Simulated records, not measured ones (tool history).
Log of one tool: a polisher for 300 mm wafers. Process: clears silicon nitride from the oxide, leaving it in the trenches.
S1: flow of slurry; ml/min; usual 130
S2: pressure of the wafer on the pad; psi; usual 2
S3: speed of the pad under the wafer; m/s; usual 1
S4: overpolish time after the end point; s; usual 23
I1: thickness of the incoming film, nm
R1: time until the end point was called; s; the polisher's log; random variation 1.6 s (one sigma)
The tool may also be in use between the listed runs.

run      day   S1   S2    S3  S4    I1     R1
  1        0  130    2     1  23  89.4  142.2
  2    2.108  130    2     1  23    91    145
       3.771  -- worn pad replaced by a new one
  3    4.683  130    2     1  23  90.4  147.4
  4    8.246  130    2  0.76  16  89.6  175.7
  5    9.829  130    2  0.76  16  91.8  177.7
  6   12.733  130    2     1  23  88.4  141.1
      15.729  -- slurry nozzle cleaned
  7   16.192  130    2     1  23  88.8  141.3
  8   18.792  130    2     1  23  91.4  144.3
      20.046  -- head pressure recalibrated
  9   22.529  130    2     1  33  89.3  125.4
 10   26.858  130    2     1  33  89.7  134.1
 11   29.321  130    2     1  33  89.8  134.8
 12   30.883  130    2     1  23  89.1  136.3
 13     34.9  130    2   0.7  23    91  184.5
 14   36.796  130  2.5  1.12  23  90.5  103.9
 15   40.142  130    2     1  23  90.1  140.1
        41.1  -- worn pad replaced by a new one
 16   41.946  130    2     1  23  89.7  142.4
      47.504  -- slurry nozzle cleaned
      53.871  -- head pressure recalibrated
 17   54.917  165  2.3  1.36   9  91.8   85.6
 18   56.608  130    2  0.64  23  88.5  178.6
 19   60.875  110  2.6  1.12  29  90.3   98.4
 20   64.017  165    2  0.88  37  90.7  146.8
 21   66.208  130    2   1.2  29    91    121
 22   68.575  160  2.6  1.14  23  89.8     93
 23   71.062   90  1.8     1  28  90.8  177.1
 24   74.988  130    2     1  30    90  144.9
 25   76.546  130  2.5     1  23  89.2  110.5
      77.475  -- worn pad replaced by a new one
 26    80.85  130    2     1  23  91.4  144.7
      83.825  -- slurry nozzle cleaned
 27   85.238  130    2     1  23  89.7  142.4
 28   88.162  130    2     1  23  88.6  145.3
 29   92.392  130    2  1.34  23  89.3  114.8
 30   95.517  130    2     1  23  89.3  143.7
      96.983  -- head pressure recalibrated
 31   97.833  105  1.4   1.1  23  88.4  176.9
 32  101.908  130  2.5   0.9  23  90.1  119.8
 33  104.625  115  1.8     1  14    91  159.8
     106.954  -- worn pad replaced by a new one
 34  107.962  160  2.2     1  23  90.8  121.7
 35  111.738  130    2     1  23  90.4  143.3
 36  120.596  130    2     1  23  88.8  143.4

Forecast each of these 5 alternatives for the next run:
  A  120.617  130    2     1  23  88.1   ?
  B  120.617  130  2.4  1.14  10  88.1   ?
  C  120.617   95  1.6  1.36  11  88.1   ?
  D  120.617  130  1.8   0.7  15  88.1   ?
  E  120.617  130    2   0.8  23  88.1   ?

run     R1
  A    142
  B  106.4
  C  149.4
  D  207.5
  E    169
Without the tool's hidden state the same runs would have given:
run     R1
  A  124.3
  B   93.1
  C  130.8
  D  181.7
  E    148
